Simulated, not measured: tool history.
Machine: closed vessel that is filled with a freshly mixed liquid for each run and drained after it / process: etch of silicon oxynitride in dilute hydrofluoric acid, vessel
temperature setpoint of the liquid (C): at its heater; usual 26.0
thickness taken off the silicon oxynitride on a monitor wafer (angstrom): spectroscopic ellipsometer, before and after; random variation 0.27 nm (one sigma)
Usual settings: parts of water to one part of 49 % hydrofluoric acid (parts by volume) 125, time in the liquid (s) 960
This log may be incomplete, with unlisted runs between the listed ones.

run	day	temperature setpoint of the liquid (C)	parts of water to one part of 49 % hydrofluoric acid (parts by volume)	time in the liquid (s)	wafers since the last listed run	hours since the thermometer was replaced	hours since the hydrofluoric acid flow meter was replaced	hours since the gauge calibration	read-back film thickness of the silicon oxynitride reference wafer, read on the same gauge (nm)	thickness taken off the silicon oxynitride on a monitor wafer (angstrom)
1	0.000	27.0	150	960	0	1802.3	1279.1	59.1	110.04	252.8
2	0.379	27.0	150	960	491	1811.4	1288.2	68.2	110.00	250.9
3	0.938	26.0	125	960	723	1824.8	1301.6	81.6	110.00	295.1
4	1.217	26.0	125	960	361	1831.5	1308.3	88.3	109.99	291.6
5	1.650	26.0	125	960	561	1841.9	1318.7	98.7	110.00	293.8
6	2.162	28.5	125	960	664	1854.2	1331.0	111.0	110.03	328.5
7	2.712	26.0	125	960	712	1867.4	1344.2	124.2	109.99	290.1
# day 3.096: hydrofluoric acid flow meter replaced
8	3.296	23.0	125	960	701	1881.4	4.8	138.2	110.02	291.2
9	3.696	23.0	125	960	518	1891.0	14.4	147.8	110.00	289.5
# day 4.046: thermometer replaced
10	4.100	28.0	125	960	469	1.3	24.1	157.5	109.97	431.9
11	4.554	28.0	125	960	588	12.2	35.0	168.4	110.01	429.1
12	4.917	28.0	125	960	469	20.9	43.7	177.1	109.96	428.7
13	5.575	29.5	125	960	853	36.7	59.5	192.9	109.99	455.4
14	6.046	22.5	125	785	610	48.0	70.8	204.2	110.05	271.2
15	6.654	26.0	125	960	788	62.6	85.4	218.8	109.98	386.6
16	7.125	26.0	125	960	610	73.9	96.7	230.1	109.97	387.0
17	7.612	29.5	85	960	631	85.6	108.4	241.8	109.96	692.3
# day 8.738: gauge calibrated
18	8.917	26.0	125	960	1690	116.9	139.7	4.3	110.01	382.8
19	9.362	24.5	125	1365	577	127.6	150.4	15.0	109.98	509.2
20	9.762	24.5	125	1400	518	137.2	160.0	24.6	109.99	519.2
21	10.125	21.5	145	960	469	145.9	168.7	33.3	109.99	261.5
22	10.679	28.0	125	960	718	159.2	182.0	46.6	110.00	414.6
23	10.950	26.0	125	960	350	165.7	188.5	53.1	109.97	379.4
24	11.617	26.0	125	740	863	181.7	204.5	69.1	109.98	294.7
25	12.038	24.0	125	1165	545	191.8	214.6	79.2	109.98	418.6
26	12.317	26.0	150	960	361	198.5	221.3	85.9	110.01	307.6
27	12.575	24.5	75	1350	334	204.7	227.5	92.1	109.97	859.1
28	13.033	26.0	90	810	593	215.7	238.5	103.1	110.03	460.8
29	13.779	29.0	125	1500	966	233.6	256.4	121.0	109.99	667.9
30	14.067	26.0	125	1340	372	240.5	263.3	127.9	109.99	518.5
31	14.729	26.0	160	1470	858	256.4	279.2	143.8	109.95	438.9

Run 32 has not been measured yet. What should we expect?
32	16.258	23.5	145	625	1981	293.1	315.9	180.5	?	?

read-back film thickness of the silicon oxynitride reference wafer, read on the same gauge (nm): 110.00
thickness taken off the silicon oxynitride on a monitor wafer (angstrom): 182.3
If the tool had no hidden condition, the same run with the same run-to-run variation would have returned thickness taken off the silicon oxynitride on a monitor wafer (angstrom) 193.1.

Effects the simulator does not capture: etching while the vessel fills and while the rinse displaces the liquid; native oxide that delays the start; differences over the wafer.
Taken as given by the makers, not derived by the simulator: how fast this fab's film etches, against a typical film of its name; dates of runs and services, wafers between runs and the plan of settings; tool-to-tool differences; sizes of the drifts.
